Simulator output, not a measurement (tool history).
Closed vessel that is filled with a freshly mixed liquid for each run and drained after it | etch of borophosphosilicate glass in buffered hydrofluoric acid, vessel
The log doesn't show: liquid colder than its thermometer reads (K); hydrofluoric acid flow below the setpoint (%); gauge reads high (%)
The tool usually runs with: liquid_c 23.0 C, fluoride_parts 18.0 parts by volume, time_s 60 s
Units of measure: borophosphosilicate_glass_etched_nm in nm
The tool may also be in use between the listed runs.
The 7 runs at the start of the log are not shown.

run    hour  liquid_c  fluoride_parts  time_s  wafers since the last listed run  hours since the thermometer was replaced  hours since the hydrofluoric acid flow meter was replaced  hours since the gauge calibration  read-back film thickness of the borophosphosilicate glass reference wafer, read on the same gauge (nm)  borophosphosilicate_glass_etched_nm
  8   318.2      23.0            18.0      60                              9419                                    2305.3                                                     1246.4                             1017.6                                                                                                   49.98                                47.36
  9   366.3      26.5            18.0      60                              6463                                    2353.4                                                     1294.5                             1065.7                                                                                                   49.99                                57.47
 10   393.0      26.5            18.0      60                              3587                                    2380.1                                                     1321.2                             1092.4                                                                                                   50.00                                57.22
 11   434.5      26.5            18.0      60                              5576                                    2421.6                                                     1362.7                             1133.9                                                                                                   50.00                                57.12
 12   469.0      20.5            18.0      60                              4635                                    2456.1                                                     1397.2                             1168.4                                                                                                   50.00                                41.07
 13   532.0      23.0            19.5      60                              8465                                    2519.1                                                     1460.2                             1231.4                                                                                                   50.01                                43.41
 14   571.9      23.0            19.5      60                              5361                                    2559.0                                                     1500.1                             1271.3                                                                                                   50.03                                43.76
 15   603.9      23.0            19.5      60                              4300                                    2591.0                                                     1532.1                             1303.3                                                                                                   49.99                                43.59
 16   644.5      23.0            18.0      60                              5455                                    2631.6                                                     1572.7                             1343.9                                                                                                   50.02                                47.00
 17   694.9      27.0            12.5      35                              6772                                    2682.0                                                     1623.1                             1394.3                                                                                                   50.02                                48.85
 18   756.0      23.0            24.0      30                              8210                                    2743.1                                                     1684.2                             1455.4                                                                                                   49.98                                18.61
      758.1  -- thermometer replaced
 19   820.5      23.0            18.0      60                              8532                                      62.4                                                     1748.7                             1519.9                                                                                                   50.02                                51.98
 20   890.5      26.5            18.0      70                              9406                                     132.4                                                     1818.7                             1589.9                                                                                                   50.02                                73.35
 21   936.6      23.0            18.0      60                              6194                                     178.5                                                     1864.8                             1636.0                                                                                                   50.01                                51.92
      954.8  -- gauge calibrated
 22   998.0      25.0            18.0      60                              8250                                     239.9                                                     1926.2                               43.2                                                                                                   49.98                                57.50
 23  1048.8      20.0            18.0      60                              6826                                     290.7                                                     1977.0                               94.0                                                                                                   49.98                                43.45
     1073.7  -- hydrofluoric acid flow meter replaced
 24  1083.2      19.0            18.0      60                              4488                                     325.1                                                        9.5                              128.4                                                                                                   50.00                                40.90
 25  1147.7      19.0            23.0      85                              8667                                     389.6                                                       74.0                              192.9                                                                                                   49.99                                48.05
 26  1218.9      24.5            21.0      95                              9567                                     460.8                                                      145.2                              264.1                                                                                                   50.03                                76.37
 27  1255.2      23.0            18.0      60                              4877                                     497.1                                                      181.5                              300.4                                                                                                   49.99                                51.49
 28  1322.3      23.0            18.0      60                              9016                                     564.2                                                      248.6                              367.5                                                                                                   49.98                                50.95
 29  1387.0      23.0            12.0      50                              8694                                     628.9                                                      313.3                              432.2                                                                                                   49.98                                62.96
 30  1457.3      18.5            15.0      85                              9446                                     699.2                                                      383.6                              502.5                                                                                                   50.00                                67.24
 31  1509.3      23.0            18.0      60                              6987                                     751.2                                                      435.6                              554.5                                                                                                   49.99                                50.77

Predict each of these 4 candidate next runs independently; none follows another, all start after run 31:
  A  1510.0      23.0            18.0      60                                94                                     751.9                                                      436.3                              555.2                                                                                                       ?                                    ?
  B  1510.0      18.0            16.0      60                                94                                     751.9                                                      436.3                              555.2                                                                                                       ?                                    ?
  C  1510.0      23.0            18.0      30                                94                                     751.9                                                      436.3                              555.2                                                                                                       ?                                    ?
  D  1510.0      27.0            12.0      35                                94                                     751.9                                                      436.3                              555.2                                                                                                       ?                                    ?

run  read-back film thickness of the borophosphosilicate glass reference wafer, read on the same gauge (nm)  borophosphosilicate_glass_etched_nm
  A                                                                                                   49.97                                50.56
  B                                                                                                   49.97                                43.04
  C                                                                                                   49.97                                25.28
  D                                                                                                   49.97                                54.60
Stripped of hidden state, with their random variation kept, the same runs would have yielded:
run  borophosphosilicate_glass_etched_nm
  A                                52.71
  B                                44.92
  C                                26.35
  D                                56.85

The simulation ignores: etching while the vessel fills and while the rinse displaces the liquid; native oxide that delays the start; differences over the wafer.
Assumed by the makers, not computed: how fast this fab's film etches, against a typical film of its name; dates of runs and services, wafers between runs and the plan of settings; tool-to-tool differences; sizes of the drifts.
